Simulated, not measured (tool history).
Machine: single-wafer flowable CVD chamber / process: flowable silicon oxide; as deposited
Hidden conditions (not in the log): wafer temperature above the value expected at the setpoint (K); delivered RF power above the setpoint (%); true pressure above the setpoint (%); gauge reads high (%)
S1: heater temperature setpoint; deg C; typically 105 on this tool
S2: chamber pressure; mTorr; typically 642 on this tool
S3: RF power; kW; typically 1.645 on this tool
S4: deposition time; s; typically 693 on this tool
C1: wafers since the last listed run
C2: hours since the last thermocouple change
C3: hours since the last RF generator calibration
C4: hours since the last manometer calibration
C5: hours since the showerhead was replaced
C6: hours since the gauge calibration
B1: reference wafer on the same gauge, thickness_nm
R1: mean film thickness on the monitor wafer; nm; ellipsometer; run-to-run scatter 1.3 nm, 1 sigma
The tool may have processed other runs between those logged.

run	hour	S1	S2	S3	S4	C1	C2	C3	C4	C5	C6	B1	R1
1	0.0	105	642	1.645	787	0	1155.0	788.2	1830.4	3410.0	643.5	293.463	267.033
# hour 16.0: thermocouple changed; heater temperature recalibrated
2	30.4	105	642	1.645	787	73	14.4	818.6	1860.8	3440.4	673.9	293.096	283.477
3	246.1	105	642	1.645	693	705	230.1	1034.3	2076.5	3656.1	889.6	293.414	242.854
4	288.9	105	642	1.645	693	140	272.9	1077.1	2119.3	3698.9	932.4	293.303	243.034
5	340.9	105	642	1.645	693	170	324.9	1129.1	2171.3	3750.9	984.4	293.352	241.590
6	376.3	105	642	1.645	693	115	360.3	1164.5	2206.7	3786.3	1019.8	292.390	242.825
7	417.5	105	642	1.645	693	134	401.5	1205.7	2247.9	3827.5	1061.0	292.861	241.165
8	483.5	105	642	1.645	693	215	467.5	1271.7	2313.9	3893.5	1127.0	293.124	238.645
9	541.8	105	642	1.645	693	190	525.8	1330.0	2372.2	3951.8	1185.3	293.237	240.088
# hour 567.3: gauge calibrated
10	612.2	114	642	1.645	693	230	596.2	1400.4	2442.6	4022.2	44.9	293.227	172.021
11	669.4	114	642	1.645	693	187	653.4	1457.6	2499.8	4079.4	102.1	293.231	172.865
12	737.9	114	642	1.645	693	224	721.9	1526.1	2568.3	4147.9	170.6	292.925	171.125
# hour 784.9: showerhead replaced
13	808.0	105	642	1.645	693	203	792.0	1596.2	2638.4	23.1	240.7	293.129	237.851
# hour 842.1: RF generator calibrated
14	856.2	105	763	1.480	693	131	840.2	14.1	2686.6	71.3	288.9	292.969	270.920
15	921.8	90	642	1.645	693	214	905.8	79.7	2752.2	136.9	354.5	292.343	419.682
16	949.9	105	691	1.735	770	91	933.9	107.8	2780.3	165.0	382.6	293.397	288.049
17	979.2	105	783	1.790	632	95	963.2	137.1	2809.6	194.3	411.9	292.971	273.608
# hour 1005.2: capacitance manometer re-zeroed and calibrated
# hour 1111.6: thermocouple changed; heater temperature recalibrated
18	1151.8	105	642	1.645	693	512	40.2	309.7	146.6	366.9	584.5	293.584	249.885
19	1203.1	105	521	1.645	693	167	91.5	361.0	197.9	418.2	635.8	292.851	202.323
20	1258.4	105	642	1.645	693	180	146.8	416.3	253.2	473.5	691.1	293.171	245.837
21	1325.7	105	642	1.645	575	220	214.1	483.6	320.5	540.8	758.4	293.055	203.054
22	1379.0	112	734	1.800	599	174	267.4	536.9	373.8	594.1	811.7	292.810	192.977
23	1411.5	105	595	1.645	693	106	299.9	569.4	406.3	626.6	844.2	292.917	227.376
24	1457.4	114	545	1.800	693	150	345.8	615.3	452.2	672.5	890.1	292.668	152.573
25	1513.9	105	642	1.645	693	184	402.3	671.8	508.7	729.0	946.6	293.353	243.022
26	1538.4	105	752	1.930	693	80	426.8	696.3	533.2	753.5	971.1	292.688	298.462
27	1643.1	105	536	1.645	609	342	531.5	801.0	637.9	858.2	1075.8	292.801	177.396

Each row is a separate what-if for the run after 27, all from the same tool condition, not one after another. Results?
A	1643.7	105	642	1.645	693	1	532.1	801.6	638.5	858.8	1076.4	?	?
B	1643.7	93	642	1.645	693	1	532.1	801.6	638.5	858.8	1076.4	?	?
C	1643.7	111	688	1.340	609	1	532.1	801.6	638.5	858.8	1076.4	?	?
D	1643.7	119	800	1.900	795	1	532.1	801.6	638.5	858.8	1076.4	?	?
E	1643.7	105	506	1.645	774	1	532.1	801.6	638.5	858.8	1076.4	?	?

run	B1	R1
A	292.791	241.534
B	292.791	380.643
C	292.791	166.779
D	292.791	222.364
E	292.791	212.902
What these runs would have given with no unlogged condition in the tool:
run	R1
A	253.211
B	399.330
C	174.354
D	231.081
E	223.194
